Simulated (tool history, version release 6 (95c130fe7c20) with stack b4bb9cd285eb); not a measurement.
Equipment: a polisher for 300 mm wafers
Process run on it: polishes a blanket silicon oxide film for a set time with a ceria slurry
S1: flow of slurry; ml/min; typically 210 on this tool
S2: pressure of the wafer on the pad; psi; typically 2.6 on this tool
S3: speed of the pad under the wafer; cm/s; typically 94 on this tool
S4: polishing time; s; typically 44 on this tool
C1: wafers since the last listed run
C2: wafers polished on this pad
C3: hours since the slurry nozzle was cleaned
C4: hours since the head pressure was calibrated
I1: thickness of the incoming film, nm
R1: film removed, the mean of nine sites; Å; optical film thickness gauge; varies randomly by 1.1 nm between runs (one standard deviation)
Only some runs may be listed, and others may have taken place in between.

run 1 hour=0 | S1=210 S2=2.6 S3=86 S4=41 | C1=0 C2=299 C3=108.8 C4=1018.1 | I1=1123.4 | R1=1318
run 2 hour=14.9 | S1=210 S2=2.6 S3=86 S4=41 | C1=188 C2=487 C3=123.7 C4=1033 | I1=1122.2 | R1=1298
run 3 hour=21.9 | S1=210 S2=2.6 S3=94 S4=44 | C1=88 C2=576 C3=130.7 C4=1040 | I1=1132.2 | R1=1511
run 4 hour=33.9 | S1=210 S2=2.6 S3=94 S4=44 | C1=152 C2=728 C3=142.7 C4=1052 | I1=1123.9 | R1=1509
run 5 hour=47.7 | S1=210 S2=2.6 S3=94 S4=44 | C1=174 C2=903 C3=156.5 C4=1065.8 | I1=1115.6 | R1=1507
run 6 hour=61.3 | S1=260 S2=2.6 S3=94 S4=44 | C1=172 C2=1075 C3=170.1 C4=1079.4 | I1=1119.8 | R1=1541
-- hour=70.9 worn pad replaced by a new one
run 7 hour=75.6 | S1=210 S2=2.6 S3=94 S4=44 | C1=130 C2=59 C3=184.4 C4=1093.7 | I1=1119.8 | R1=1502
run 8 hour=89.4 | S1=210 S2=2.6 S3=94 S4=44 | C1=174 C2=234 C3=198.2 C4=1107.5 | I1=1131.1 | R1=1516
run 9 hour=103.6 | S1=210 S2=2.6 S3=94 S4=44 | C1=179 C2=414 C3=212.4 C4=1121.7 | I1=1115.1 | R1=1510
run 10 hour=117.6 | S1=235 S2=3 S3=94 S4=44 | C1=177 C2=592 C3=226.4 C4=1135.7 | I1=1133.9 | R1=1665
run 11 hour=129.4 | S1=235 S2=3 S3=94 S4=44 | C1=149 C2=741 C3=238.2 C4=1147.5 | I1=1115.2 | R1=1664
run 12 hour=138.1 | S1=210 S2=2.6 S3=94 S4=44 | C1=110 C2=852 C3=246.9 C4=1156.2 | I1=1105.6 | R1=1506
run 13 hour=144.8 | S1=210 S2=2.6 S3=94 S4=44 | C1=84 C2=936 C3=253.6 C4=1162.9 | I1=1125.3 | R1=1498
-- hour=157.4 slurry nozzle cleaned
run 14 hour=157.9 | S1=210 S2=2.6 S3=94 S4=44 | C1=153 C2=1090 C3=0.5 C4=1176 | I1=1123.1 | R1=1508
-- hour=175.5 worn pad replaced by a new one
run 15 hour=176 | S1=210 S2=2.6 S3=94 S4=44 | C1=178 C2=6 C3=18.6 C4=1194.1 | I1=1125.9 | R1=1506
run 16 hour=184.5 | S1=175 S2=2.6 S3=100 S4=44 | C1=107 C2=113 C3=27.1 C4=1202.6 | I1=1130.4 | R1=1561
run 17 hour=199.1 | S1=210 S2=2.6 S3=86 S4=41 | C1=185 C2=298 C3=41.7 C4=1217.2 | I1=1143.3 | R1=1305
run 18 hour=216.8 | S1=210 S2=2.6 S3=66 S4=44 | C1=224 C2=523 C3=59.4 C4=1234.9 | I1=1149.3 | R1=1128
run 19 hour=228.7 | S1=230 S2=2 S3=94 S4=44 | C1=150 C2=674 C3=71.3 C4=1246.8 | I1=1139 | R1=1310
run 20 hour=242.6 | S1=165 S2=2.6 S3=120 S4=44 | C1=176 C2=850 C3=85.2 C4=1260.7 | I1=1117 | R1=1802
-- hour=246.7 head pressure recalibrated
run 21 hour=251.6 | S1=210 S2=3.2 S3=94 S4=44 | C1=88 C2=938 C3=94.2 C4=4.9 | I1=1105.3 | R1=1729
run 22 hour=261.1 | S1=155 S2=3 S3=108 S4=50 | C1=120 C2=1059 C3=103.7 C4=14.4 | I1=1118.4 | R1=2054
-- hour=272.7 worn pad replaced by a new one
run 23 hour=278.6 | S1=145 S2=2.6 S3=94 S4=44 | C1=171 C2=74 C3=121.2 C4=31.9 | I1=1145.2 | R1=1440
run 24 hour=288.6 | S1=210 S2=2.6 S3=94 S4=34 | C1=126 C2=201 C3=131.2 C4=41.9 | I1=1123.7 | R1=1180
run 25 hour=306.1 | S1=210 S2=2.2 S3=80 S4=30 | C1=221 C2=423 C3=148.7 C4=59.4 | I1=1135.5 | R1=812
run 26 hour=320.5 | S1=245 S2=2.9 S3=66 S4=56 | C1=182 C2=605 C3=163.1 C4=73.8 | I1=1131.7 | R1=1558
run 27 hour=328.7 | S1=210 S2=3.1 S3=94 S4=44 | C1=103 C2=709 C3=171.3 C4=82 | I1=1137.5 | R1=1679
run 28 hour=335.7 | S1=210 S2=2.6 S3=94 S4=44 | C1=88 C2=798 C3=178.3 C4=89 | I1=1127.4 | R1=1508
run 29 hour=350.8 | S1=240 S2=2.6 S3=94 S4=44 | C1=191 C2=989 C3=193.4 C4=104.1 | I1=1137 | R1=1535
-- hour=388 worn pad replaced by a new one
run 30 hour=395 | S1=180 S2=2.9 S3=94 S4=55 | C1=509 C2=89 C3=237.6 C4=148.3 | I1=1128.2 | R1=1974
run 31 hour=403 | S1=210 S2=2.6 S3=94 S4=44 | C1=101 C2=190 C3=245.6 C4=156.3 | I1=1112 | R1=1506
run 32 hour=410.1 | S1=145 S2=2.6 S3=94 S4=44 | C1=89 C2=280 C3=252.7 C4=163.4 | I1=1121.3 | R1=1442
run 33 hour=422.8 | S1=210 S2=3 S3=80 S4=36 | C1=160 C2=441 C3=265.4 C4=176.1 | I1=1144.7 | R1=1171
run 34 hour=468.1 | S1=210 S2=2.6 S3=112 S4=44 | C1=574 C2=1015 C3=310.7 C4=221.4 | I1=1110.4 | R1=1731
-- hour=470.8 slurry nozzle cleaned
-- hour=484.8 worn pad replaced by a new one
run 35 hour=485.3 | S1=275 S2=3 S3=108 S4=37 | C1=154 C2=6 C3=14.5 C4=238.6 | I1=1117.9 | R1=1611
run 36 hour=497.3 | S1=240 S2=2.6 S3=94 S4=44 | C1=152 C2=158 C3=26.5 C4=250.6 | I1=1137.8 | R1=1533

What differs in the tool's unlogged condition from the final listed run ahead of each entry between runs to the first listed run following it?
Between runs 6 and 7: worn pad replaced by a new one (hour 70.9)
  no hidden state differs between the two runs
Between runs 13 and 14: slurry nozzle cleaned (hour 157.4)
  no hidden state differs between the two runs
Between runs 14 and 15: worn pad replaced by a new one (hour 175.5)
  no hidden state differs between the two runs
Between runs 20 and 21: head pressure recalibrated (hour 246.7)
  no hidden state differs between the two runs
Between runs 22 and 23: worn pad replaced by a new one (hour 272.7)
  no hidden state differs between the two runs
Between runs 29 and 30: worn pad replaced by a new one (hour 388)
  no hidden state differs between the two runs
Between runs 34 and 35: slurry nozzle cleaned (hour 470.8); worn pad replaced by a new one (hour 484.8)
  no hidden state differs between the two runs
